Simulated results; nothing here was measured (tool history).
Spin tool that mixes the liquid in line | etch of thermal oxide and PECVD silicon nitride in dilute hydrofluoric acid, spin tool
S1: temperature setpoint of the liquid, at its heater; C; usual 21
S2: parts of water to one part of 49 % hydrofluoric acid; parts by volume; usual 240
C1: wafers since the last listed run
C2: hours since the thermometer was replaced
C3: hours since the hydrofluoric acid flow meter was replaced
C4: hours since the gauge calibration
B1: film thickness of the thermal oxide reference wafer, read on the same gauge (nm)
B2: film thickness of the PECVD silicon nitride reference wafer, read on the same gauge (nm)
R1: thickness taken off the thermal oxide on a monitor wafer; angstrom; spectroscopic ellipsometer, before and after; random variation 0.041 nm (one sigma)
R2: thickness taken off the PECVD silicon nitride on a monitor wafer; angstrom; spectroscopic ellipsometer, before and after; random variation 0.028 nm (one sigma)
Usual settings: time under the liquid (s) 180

Run 1, hour 0: usual settings; C1 0; C2 2090.5; C3 927.3; C4 127.8; B1 120.007; B2 30.016. Result: R1 27.68 angstrom, R2 32.7 angstrom.
Run 2, hour 16: usual settings; C1 97; C2 2106.5; C3 943.3; C4 143.8; B1 120.024; B2 30.014. Result: R1 27.57 angstrom, R2 31.92 angstrom.
Run 3, hour 33.3: usual settings; C1 105; C2 2123.8; C3 960.6; C4 161.1; B1 119.959; B2 29.981. Result: R1 26.72 angstrom, R2 31.84 angstrom.
Run 4, hour 47.4: usual settings; C1 85; C2 2137.9; C3 974.7; C4 175.2; B1 120.041; B2 29.989. Result: R1 27.64 angstrom, R2 32.18 angstrom.
Run 5, hour 60.4: usual settings; C1 79; C2 2150.9; C3 987.7; C4 188.2; B1 119.979; B2 30.007. Result: R1 27.85 angstrom, R2 32.11 angstrom.
Run 6, hour 74.1: usual settings; C1 83; C2 2164.6; C3 1001.4; C4 201.9; B1 120.034; B2 29.967. Result: R1 27.2 angstrom, R2 32.42 angstrom.
Run 7, hour 106: usual settings; C1 194; C2 2196.5; C3 1033.3; C4 233.8; B1 120; B2 29.974. Result: R1 28.3 angstrom, R2 32.95 angstrom.
At hour 110.7: hydrofluoric acid flow meter replaced.
Run 8, hour 113.2: usual settings but S1 24.5 C; C1 37; C2 2203.7; C3 2.5; C4 241; B1 120.032; B2 30.013. Result: R1 31.39 angstrom, R2 40.69 angstrom.
Run 9, hour 130.3: usual settings but S1 24.5 C; C1 104; C2 2220.8; C3 19.6; C4 258.1; B1 119.997; B2 29.992. Result: R1 30.38 angstrom, R2 39.93 angstrom.
Run 10, hour 143.7: usual settings but S1 24.5 C; C1 81; C2 2234.2; C3 33; C4 271.5; B1 119.956; B2 30.036. Result: R1 30.9 angstrom, R2 40.7 angstrom.
Run 11, hour 154.4: usual settings but S2 310 parts by volume, time under the liquid (s) 150; C1 65; C2 2244.9; C3 43.7; C4 282.2; B1 119.943; B2 29.987. Result: R1 16.63 angstrom, R2 21.03 angstrom.
At hour 160.8: thermometer replaced.
Run 12, hour 161.3: usual settings; C1 35; C2 0.5; C3 50.6; C4 289.1; B1 120.013; B2 29.973. Result: R1 27.73 angstrom, R2 32.44 angstrom.
Run 13, hour 170.5: usual settings but S1 17 C, S2 280 parts by volume, time under the liquid (s) 145; C1 55; C2 9.7; C3 59.8; C4 298.3; B1 119.992; B2 30.02. Result: R1 15.62 angstrom, R2 17.23 angstrom.
At hour 183.4: gauge calibrated.
Run 14, hour 220.3: usual settings but S1 17 C, S2 270 parts by volume, time under the liquid (s) 275; C1 302; C2 59.5; C3 109.6; C4 36.9; B1 119.976; B2 30.022. Result: R1 31.93 angstrom, R2 33.88 angstrom.
Run 15, hour 234: usual settings but S1 24 C, S2 335 parts by volume, time under the liquid (s) 225; C1 83; C2 73.2; C3 123.3; C4 50.6; B1 119.997; B2 29.996. Result: R1 25.07 angstrom, R2 35.09 angstrom.
Run 16, hour 250.5: usual settings; C1 100; C2 89.7; C3 139.8; C4 67.1; B1 119.992; B2 30.015. Result: R1 28.1 angstrom, R2 32.54 angstrom.
Run 17, hour 267.1: usual settings but S1 25.5 C, S2 150 parts by volume, time under the liquid (s) 250; C1 100; C2 106.3; C3 156.4; C4 83.7; B1 119.96; B2 29.994. Result: R1 80.61 angstrom, R2 96.16 angstrom.
Run 18, hour 285: usual settings but S2 275 parts by volume, time under the liquid (s) 230; C1 108; C2 124.2; C3 174.3; C4 101.6; B1 119.994; B2 30.002. Result: R1 29.54 angstrom, R2 36.36 angstrom.
Run 19, hour 294.8: usual settings; C1 59; C2 134; C3 184.1; C4 111.4; B1 119.99; B2 29.988. Result: R1 27.22 angstrom, R2 32.67 angstrom.
Run 20, hour 301: usual settings but S1 19.5 C, S2 125 parts by volume, time under the liquid (s) 220; C1 37; C2 140.2; C3 190.3; C4 117.6; B1 120.001; B2 29.993. Result: R1 67.78 angstrom, R2 68.38 angstrom.

What the log doesn't show, run by run:
liquid colder than its thermometer reads (K): 0 in every run
hydrofluoric acid flow above the setpoint (%): 0 in every run
gauge reads high (%): 0 in every run
